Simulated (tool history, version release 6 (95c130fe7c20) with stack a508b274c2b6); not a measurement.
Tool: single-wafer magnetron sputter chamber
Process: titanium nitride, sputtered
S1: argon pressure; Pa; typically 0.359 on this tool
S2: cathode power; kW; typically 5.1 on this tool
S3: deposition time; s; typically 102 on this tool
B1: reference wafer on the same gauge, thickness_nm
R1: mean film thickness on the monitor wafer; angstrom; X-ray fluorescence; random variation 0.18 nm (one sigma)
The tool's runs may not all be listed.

run 1 hour=0 | S1=0.359 S2=5.1 S3=102 | B1=97.242 | R1=956.85
run 2 hour=71.3 | S1=0.359 S2=5.1 S3=102 | B1=97.142 | R1=950.58
run 3 hour=127.1 | S1=0.27 S2=5.1 S3=102 | B1=97.196 | R1=979.06
run 4 hour=164.6 | S1=0.27 S2=5.1 S3=102 | B1=97.187 | R1=980.06
run 5 hour=197.9 | S1=0.359 S2=5.1 S3=102 | B1=97.112 | R1=949.47
run 6 hour=244.8 | S1=0.359 S2=5.1 S3=102 | B1=97.193 | R1=945.72
run 7 hour=306.5 | S1=0.359 S2=5.1 S3=102 | B1=97.096 | R1=942.85
-- hour=334.9 gauge calibrated
run 8 hour=350.1 | S1=0.359 S2=5.1 S3=88 | B1=97.25 | R1=813.43
run 9 hour=375.2 | S1=0.359 S2=5.1 S3=88 | B1=97.172 | R1=810.57
-- hour=427.3 sputter target and shields replaced
run 10 hour=427.8 | S1=0.31 S2=5.1 S3=102 | B1=97.142 | R1=968.8
-- hour=451 capacitance manometer re-zeroed and calibrated
run 11 hour=470.6 | S1=0.31 S2=5.1 S3=102 | B1=97.107 | R1=981.61
run 12 hour=535.4 | S1=0.427 S2=4.25 S3=115 | B1=97.197 | R1=890.82
run 13 hour=569.2 | S1=0.359 S2=5.1 S3=109 | B1=97.138 | R1=1029.24
run 14 hour=616.9 | S1=0.359 S2=6.3 S3=102 | B1=97.255 | R1=1189.36
run 15 hour=641.2 | S1=0.288 S2=5.1 S3=97 | B1=97.221 | R1=941.89
run 16 hour=708.5 | S1=0.359 S2=4.3 S3=102 | B1=97.146 | R1=810.58
run 17 hour=745.4 | S1=0.359 S2=5.1 S3=102 | B1=97.191 | R1=962.16
run 18 hour=806.6 | S1=0.359 S2=5.1 S3=102 | B1=97.216 | R1=961.49
-- hour=815.3 magnet pack replaced
-- hour=872.4 sputter target and shields replaced
run 19 hour=872.9 | S1=0.437 S2=4.05 S3=102 | B1=97.182 | R1=748.77
run 20 hour=934.3 | S1=0.359 S2=5.1 S3=102 | B1=97.228 | R1=965.25
run 21 hour=981.8 | S1=0.359 S2=5.1 S3=102 | B1=97.268 | R1=964.27
run 22 hour=1053.7 | S1=0.359 S2=5.1 S3=91 | B1=97.27 | R1=860.63
run 23 hour=1096.4 | S1=0.454 S2=5.1 S3=102 | B1=97.156 | R1=933.86

4 ways to go on from here, each from the tool as it stands after run 23. What would each give?
run A hour=1096.8 | S1=0.359 S2=5.1 S3=102 | B1=? | R1=?
run B hour=1096.8 | S1=0.233 S2=3.85 S3=94 | B1=? | R1=?
run C hour=1096.8 | S1=0.283 S2=5.1 S3=102 | B1=? | R1=?
run D hour=1096.8 | S1=0.359 S2=6 S3=116 | B1=? | R1=?

run=A B1=97.216 R1=960.96
run=B B1=97.216 R1=697.15
run=C B1=97.216 R1=985.49
run=D B1=97.216 R1=1285.71
Without the tool's unlogged condition, the same runs would have read:
run=A R1=963.06
run=B R1=698.76
run=C R1=987.71
run=D R1=1288.53
